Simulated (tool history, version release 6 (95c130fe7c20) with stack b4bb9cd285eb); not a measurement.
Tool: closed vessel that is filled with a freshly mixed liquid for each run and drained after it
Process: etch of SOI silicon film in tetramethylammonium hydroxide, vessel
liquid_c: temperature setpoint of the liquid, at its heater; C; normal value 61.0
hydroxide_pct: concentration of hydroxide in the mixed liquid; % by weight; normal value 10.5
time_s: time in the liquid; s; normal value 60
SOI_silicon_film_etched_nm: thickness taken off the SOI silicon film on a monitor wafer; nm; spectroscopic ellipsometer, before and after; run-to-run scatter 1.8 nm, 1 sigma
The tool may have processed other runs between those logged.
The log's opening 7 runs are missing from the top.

| run | hour | liquid_c | hydroxide_pct | time_s | read-back film thickness of the SOI silicon film reference wafer, read on the same gauge (nm) | SOI_silicon_film_etched_nm |
|---|---|---|---|---|---|---|
| 8 | 346.1 | 61.0 | 8.5 | 60 | 139.99 | 260.06 |
| 9 | 373.9 | 61.0 | 8.5 | 60 | 139.99 | 260.13 |
| 10 | 444.5 | 61.0 | 10.5 | 85 | 140.03 | 345.65 |
| 11 | 499.5 | 64.0 | 8.5 | 60 | 139.99 | 316.27 |
|  | 520.1 | gauge calibrated |
| 12 | 548.6 | 61.0 | 9.0 | 60 | 140.00 | 260.47 |
| 13 | 589.1 | 61.0 | 12.5 | 60 | 140.04 | 224.81 |
| 14 | 649.0 | 61.0 | 8.5 | 60 | 139.98 | 263.57 |
| 15 | 716.2 | 67.5 | 9.5 | 60 | 139.95 | 372.53 |
|  | 734.7 | thermometer replaced |
| 16 | 766.4 | 64.0 | 11.5 | 75 | 140.01 | 342.36 |
| 17 | 831.4 | 61.0 | 10.5 | 60 | 140.02 | 232.49 |
| 18 | 900.9 | 61.0 | 12.0 | 60 | 140.01 | 223.42 |
| 19 | 941.2 | 61.0 | 12.5 | 35 | 140.03 | 124.41 |
| 20 | 1003.5 | 64.0 | 10.5 | 60 | 139.96 | 283.41 |
| 21 | 1041.5 | 63.0 | 11.5 | 60 | 140.00 | 255.70 |
| 22 | 1107.0 | 67.0 | 10.5 | 45 | 139.99 | 252.68 |
| 23 | 1177.9 | 69.0 | 13.0 | 45 | 140.05 | 256.09 |
| 24 | 1215.7 | 61.0 | 10.5 | 35 | 140.06 | 134.87 |
| 25 | 1284.2 | 61.0 | 13.0 | 60 | 139.98 | 210.80 |
| 26 | 1334.5 | 61.0 | 10.5 | 60 | 140.01 | 233.65 |
| 27 | 1368.9 | 56.5 | 12.0 | 60 | 140.04 | 166.28 |
| 28 | 1431.0 | 54.5 | 12.5 | 60 | 139.99 | 142.70 |
| 29 | 1487.7 | 61.0 | 10.5 | 60 | 139.96 | 236.09 |
|  | 1578.0 | hydroxide flow meter replaced |
| 30 | 1678.4 | 61.0 | 10.5 | 60 | 140.03 | 244.12 |
| 31 | 1721.4 | 61.0 | 10.5 | 50 | 140.02 | 201.87 |
| 32 | 1791.9 | 63.5 | 10.5 | 60 | 139.97 | 279.76 |

Branching from run 32: 5 alternative next runs. What would each branch give?
| A | 1792.6 | 61.0 | 10.5 | 60 | ? | ? |
| B | 1792.6 | 61.0 | 10.5 | 40 | ? | ? |
| C | 1792.6 | 68.0 | 9.0 | 30 | ? | ? |
| D | 1792.6 | 61.0 | 7.5 | 80 | ? | ? |
| E | 1792.6 | 66.5 | 11.5 | 80 | ? | ? |

| run | read-back film thickness of the SOI silicon film reference wafer, read on the same gauge (nm) | SOI_silicon_film_etched_nm |
|---|---|---|
| A | 140.00 | 241.79 |
| B | 140.00 | 161.19 |
| C | 140.00 | 195.30 |
| D | 140.00 | 362.65 |
| E | 140.00 | 435.12 |
Without the tool's unlogged condition, the same runs would have read:
| run | SOI_silicon_film_etched_nm |
|---|---|
| A | 236.35 |
| B | 157.57 |
| C | 191.31 |
| D | 353.94 |
| E | 426.35 |

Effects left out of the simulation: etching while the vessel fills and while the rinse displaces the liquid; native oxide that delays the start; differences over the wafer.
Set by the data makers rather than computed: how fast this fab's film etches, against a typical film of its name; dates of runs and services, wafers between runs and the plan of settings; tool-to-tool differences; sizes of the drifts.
